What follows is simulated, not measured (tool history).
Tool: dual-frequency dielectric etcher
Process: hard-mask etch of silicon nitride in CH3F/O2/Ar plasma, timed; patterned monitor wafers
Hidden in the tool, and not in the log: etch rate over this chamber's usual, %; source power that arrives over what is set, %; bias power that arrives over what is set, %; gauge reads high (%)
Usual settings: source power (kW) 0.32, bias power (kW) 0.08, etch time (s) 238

| run | hour | source power (kW) | bias power (kW) | etch time (s) | wafers since the last listed run | hours since the last wet clean | hours since the last source power generator calibration | hours since the last bias power generator calibration | hours since the last upper electrode change | hours since the gauge calibration | read-back reference wafer on the same gauge, depth_nm | mean etch depth across the wafer (angstrom) |
|---|---|---|---|---|---|---|---|---|---|---|---|---|
| 1 | 0 | 0.32 | 0.08 | 197.5 | 0 | 348.9 | 1496.7 | 2753.5 | 1077.4 | 1641.4 | 195.1 | 1414 |
| 2 | 75.9 | 0.32 | 0.08 | 197.5 | 538 | 424.8 | 1572.6 | 2829.4 | 1153.3 | 1717.3 | 195.1 | 1411 |
| 3 | 163.9 | 0.32 | 0.08 | 238 | 624 | 512.8 | 1660.6 | 2917.4 | 1241.3 | 1805.3 | 195.1 | 1716 |
| 4 | 226.2 | 0.32 | 0.08 | 238 | 442 | 575.1 | 1722.9 | 2979.7 | 1303.6 | 1867.6 | 195 | 1726 |
|  | 346.3 | wet clean of the chamber |
| 5 | 346.8 | 0.32 | 0.08 | 238 | 685 | 0.5 | 1843.5 | 3100.3 | 1424.2 | 1988.2 | 195.1 | 1667 |
| 6 | 410 | 0.32 | 0.08 | 238 | 448 | 63.7 | 1906.7 | 3163.5 | 1487.4 | 2051.4 | 194.9 | 1670 |
| 7 | 481.8 | 0.32 | 0.08 | 238 | 509 | 135.5 | 1978.5 | 3235.3 | 1559.2 | 2123.2 | 195.1 | 1684 |
| 8 | 519.7 | 0.32 | 0.08 | 289.5 | 269 | 173.4 | 2016.4 | 3273.2 | 1597.1 | 2161.1 | 195.1 | 2057 |
| 9 | 559.6 | 0.32 | 0.08 | 289.5 | 283 | 213.3 | 2056.3 | 3313.1 | 1637 | 2201 | 195 | 2071 |
| 10 | 648.2 | 0.3 | 0.08 | 238 | 628 | 301.9 | 2144.9 | 3401.7 | 1725.6 | 2289.6 | 194.8 | 1675 |
| 11 | 753.6 | 0.32 | 0.08 | 238 | 748 | 407.3 | 2250.3 | 3507.1 | 1831 | 2395 | 195.1 | 1707 |
| 12 | 856.6 | 0.32 | 0.08 | 238 | 731 | 510.3 | 2353.3 | 3610.1 | 1934 | 2498 | 195.2 | 1717 |
|  | 907.8 | wet clean of the chamber |
| 13 | 908.3 | 0.32 | 0.08 | 238 | 196 | 0.5 | 2405 | 3661.8 | 1985.7 | 2549.7 | 195 | 1657 |
| 14 | 1196.3 | 0.32 | 0.07 | 176 | 2044 | 288.5 | 2693 | 3949.8 | 2273.7 | 2837.7 | 195 | 1184 |
|  | 1360.3 | gauge calibrated |
| 15 | 1426.2 | 0.32 | 0.08 | 238 | 1631 | 518.4 | 2922.9 | 4179.7 | 2503.6 | 65.9 | 195.2 | 1728 |
|  | 1439.9 | bias power generator calibrated |
|  | 1480.4 | source power generator calibrated |
|  | 1517.6 | wet clean of the chamber |
| 16 | 1518.1 | 0.39 | 0.08 | 192 | 425 | 0.5 | 37.7 | 78.2 | 2595.5 | 157.8 | 195.1 | 1394 |

Forecast run 17:
|  | 1573.7 | upper electrode replaced |
| 17 | 1604.3 | 0.32 | 0.08 | 238 | 441 | 86.7 | 123.9 | 164.4 | 30.6 | 244 | ? | ? |

Run 17 gave read-back reference wafer on the same gauge, depth_nm 194.9, mean etch depth across the wafer (angstrom) 1666.
Without the tool's hidden state the same run would have given mean etch depth across the wafer (angstrom) 1658.
